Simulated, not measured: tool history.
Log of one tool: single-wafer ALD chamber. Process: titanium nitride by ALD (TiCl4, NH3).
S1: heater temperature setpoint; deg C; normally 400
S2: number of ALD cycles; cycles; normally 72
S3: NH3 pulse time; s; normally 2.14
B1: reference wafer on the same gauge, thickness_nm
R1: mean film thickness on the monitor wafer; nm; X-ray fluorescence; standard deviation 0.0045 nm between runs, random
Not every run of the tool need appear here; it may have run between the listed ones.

run	hour	S1	S2	S3	B1	R1
1	0	400	72	2.14	2.101	1.793
2	49.6	400	72	2.14	2.096	1.778
3	101.2	400	72	2.14	2.093	1.777
4	146.6	400	72	2.14	2.088	1.776
5	198.8	400	72	2.14	2.083	1.772
6	230.4	400	72	2.14	2.078	1.766
# hour 282.5: gauge calibrated
7	301.1	405	72	1.48	2.111	1.738
# hour 317.4: thermocouple changed; heater temperature recalibrated
8	336.2	400	77	1.35	2.11	1.825
9	382.2	400	72	2.14	2.108	1.797

Run 10 comes next. What will it give?
10	433.3	394	72	1.8	?	?

B1: 2.109
R1: 1.761 nm
Take away the tool's hidden state, keep the run-to-run variation as it was, and the same run would have given R1 1.763 nm.
